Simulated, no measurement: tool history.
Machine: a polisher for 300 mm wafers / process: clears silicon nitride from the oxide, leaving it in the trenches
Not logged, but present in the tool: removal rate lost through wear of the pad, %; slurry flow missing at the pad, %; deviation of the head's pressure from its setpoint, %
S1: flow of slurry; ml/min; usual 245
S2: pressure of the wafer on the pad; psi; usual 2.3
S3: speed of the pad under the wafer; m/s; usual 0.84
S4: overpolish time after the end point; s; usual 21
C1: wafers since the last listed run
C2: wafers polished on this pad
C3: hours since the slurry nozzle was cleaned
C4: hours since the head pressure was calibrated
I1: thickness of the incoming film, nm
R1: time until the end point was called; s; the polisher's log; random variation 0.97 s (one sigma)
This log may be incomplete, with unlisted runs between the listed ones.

run 1 hour=0 | S1=245 S2=2.3 S3=0.84 S4=21 | C1=0 C2=2631 C3=236.9 C4=224.2 | I1=65.6 | R1=103.3
run 2 hour=80 | S1=210 S2=2.3 S3=0.84 S4=21 | C1=834 C2=3466 C3=316.9 C4=304.2 | I1=64.8 | R1=101.9
-- hour=122.3 worn pad replaced by a new one
run 3 hour=138.7 | S1=210 S2=2.3 S3=0.84 S4=21 | C1=570 C2=171 C3=375.6 C4=362.9 | I1=65.4 | R1=104
run 4 hour=194.3 | S1=245 S2=2.3 S3=0.84 S4=21 | C1=579 C2=751 C3=431.2 C4=418.5 | I1=64.6 | R1=101
run 5 hour=300.1 | S1=245 S2=2.3 S3=0.68 S4=21 | C1=1103 C2=1854 C3=537 C4=524.3 | I1=65.8 | R1=121.7
run 6 hour=360.8 | S1=245 S2=2.3 S3=0.68 S4=21 | C1=633 C2=2488 C3=597.7 C4=585 | I1=65.8 | R1=121
-- hour=467.4 worn pad replaced by a new one
-- hour=560.3 head pressure recalibrated
-- hour=563.3 slurry nozzle cleaned
run 7 hour=596.5 | S1=245 S2=1.8 S3=0.84 S4=21 | C1=2385 C2=1315 C3=33.2 C4=36.2 | I1=65.8 | R1=135.6
run 8 hour=652.9 | S1=245 S2=1.8 S3=0.84 S4=21 | C1=588 C2=1903 C3=89.6 C4=92.6 | I1=63.9 | R1=132
run 9 hour=715.4 | S1=245 S2=1.8 S3=0.84 S4=21 | C1=651 C2=2555 C3=152.1 C4=155.1 | I1=64.9 | R1=133.8
-- hour=837.4 worn pad replaced by a new one
run 10 hour=900 | S1=245 S2=2.3 S3=0.84 S4=21 | C1=1883 C2=653 C3=336.7 C4=339.7 | I1=65.9 | R1=106.2
run 11 hour=978.8 | S1=245 S2=2.3 S3=1.14 S4=21 | C1=821 C2=1475 C3=415.5 C4=418.5 | I1=64.5 | R1=77.9
run 12 hour=1073.7 | S1=215 S2=3 S3=0.98 S4=28 | C1=989 C2=2464 C3=510.4 C4=513.4 | I1=65.6 | R1=69.9
run 13 hour=1136.8 | S1=300 S2=1.6 S3=0.84 S4=15 | C1=658 C2=3123 C3=573.5 C4=576.5 | I1=65.9 | R1=145.8
-- hour=1223.2 head pressure recalibrated
-- hour=1238.4 worn pad replaced by a new one
run 14 hour=1238.9 | S1=245 S2=2.3 S3=0.84 S4=21 | C1=1002 C2=4 C3=675.6 C4=15.7 | I1=65.1 | R1=108.9
run 15 hour=1275.7 | S1=245 S2=2.3 S3=0.84 S4=21 | C1=383 C2=388 C3=712.4 C4=52.5 | I1=65.4 | R1=110.3
run 16 hour=1375.1 | S1=185 S2=1.5 S3=0.94 S4=15 | C1=1036 C2=1425 C3=811.8 C4=151.9 | I1=66.1 | R1=162.7
-- hour=1458.5 slurry nozzle cleaned
run 17 hour=1461.7 | S1=245 S2=2.3 S3=0.84 S4=21 | C1=892 C2=2318 C3=3.2 C4=238.5 | I1=65 | R1=100.7
-- hour=1539.5 worn pad replaced by a new one
run 18 hour=1562.3 | S1=245 S2=2.3 S3=0.96 S4=29 | C1=1007 C2=237 C3=103.8 C4=339.1 | I1=65.3 | R1=91.2
run 19 hour=1648.3 | S1=245 S2=2.3 S3=0.84 S4=21 | C1=897 C2=1134 C3=189.8 C4=425.1 | I1=63.8 | R1=99
run 20 hour=1702.6 | S1=275 S2=2.3 S3=0.64 S4=21 | C1=566 C2=1700 C3=244.1 C4=479.4 | I1=64.7 | R1=122.3
run 21 hour=1745.7 | S1=245 S2=3 S3=0.84 S4=21 | C1=449 C2=2150 C3=287.2 C4=522.5 | I1=65.5 | R1=77.2

Forecast each of these 5 alternatives for the next run:
run A hour=1746.2 | S1=245 S2=2.3 S3=0.84 S4=21 | C1=5 C2=2155 C3=287.7 C4=523 | I1=65.2 | R1=?
run B hour=1746.2 | S1=190 S2=1.9 S3=0.6 S4=21 | C1=5 C2=2155 C3=287.7 C4=523 | I1=65.2 | R1=?
run C hour=1746.2 | S1=245 S2=2.3 S3=0.84 S4=32 | C1=5 C2=2155 C3=287.7 C4=523 | I1=65.2 | R1=?
run D hour=1746.2 | S1=170 S2=1.8 S3=1.1 S4=33 | C1=5 C2=2155 C3=287.7 C4=523 | I1=65.2 | R1=?
run E hour=1746.2 | S1=190 S2=2.8 S3=0.84 S4=18 | C1=5 C2=2155 C3=287.7 C4=523 | I1=65.2 | R1=?

run=A R1=99.6
run=B R1=165.1
run=C R1=99.6
run=D R1=104.4
run=E R1=84.1
What these runs would have given with no unlogged condition in the tool:
run=A R1=102.2
run=B R1=168.8
run=C R1=102.2
run=D R1=106.7
run=E R1=86
